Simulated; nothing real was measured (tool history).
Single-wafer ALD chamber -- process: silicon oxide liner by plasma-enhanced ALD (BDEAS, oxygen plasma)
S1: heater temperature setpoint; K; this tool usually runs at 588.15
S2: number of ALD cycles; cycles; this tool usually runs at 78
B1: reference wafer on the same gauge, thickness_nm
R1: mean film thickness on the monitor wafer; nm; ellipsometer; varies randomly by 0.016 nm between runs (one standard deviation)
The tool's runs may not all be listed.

run,hour,S1,S2,B1,R1
1,0,588.15,78,6.6,6.574
2,26.4,588.15,78,6.602,6.552
3,68.5,588.15,78,6.604,6.558
4,109.4,588.15,78,6.596,6.553
5,168.6,588.15,78,6.598,6.565
6,203.6,596.15,78,6.601,6.499
7,242.6,591.15,67,6.6,5.586
8,285.4,591.15,67,6.604,5.597
9,320.1,588.15,78,6.6,6.545
10,359.2,588.15,78,6.6,6.527
11,421.1,588.15,78,6.599,6.551
12,470.4,588.15,78,6.605,6.577
# hour 509.7: thermocouple changed; heater temperature recalibrated
13,515.8,588.15,78,6.6,6.509
14,585.9,588.15,78,6.596,6.549
15,612.7,588.15,78,6.601,6.582
16,668,588.15,67,6.602,5.646
17,710.2,588.15,67,6.6,5.657
18,757.4,595.15,93,6.599,7.727
19,808.7,588.15,78,6.599,6.554
# hour 850.5: gauge calibrated
20,867.8,580.15,78,6.601,6.612
21,930.9,588.15,63,6.598,5.289
22,995.1,588.15,63,6.602,5.308
23,1032.7,577.15,86,6.603,7.312
24,1072.1,588.15,78,6.598,6.52
25,1130.5,593.15,84,6.6,7
26,1174.6,602.15,78,6.601,6.474
27,1216.7,592.15,67,6.599,5.592
28,1243.9,588.15,78,6.602,6.522
29,1313.4,579.15,66,6.6,5.614
30,1378.7,588.15,78,6.603,6.523
31,1440.5,588.15,78,6.598,6.551
32,1471.9,595.15,78,6.599,6.498
33,1533.9,598.15,74,6.603,6.132
34,1564.5,593.15,87,6.596,7.226

What the log doesn't show, run by run:
wafer temperature above the value expected at the setpoint (K): 0 at every run
gauge reads high (%): 0 at every run

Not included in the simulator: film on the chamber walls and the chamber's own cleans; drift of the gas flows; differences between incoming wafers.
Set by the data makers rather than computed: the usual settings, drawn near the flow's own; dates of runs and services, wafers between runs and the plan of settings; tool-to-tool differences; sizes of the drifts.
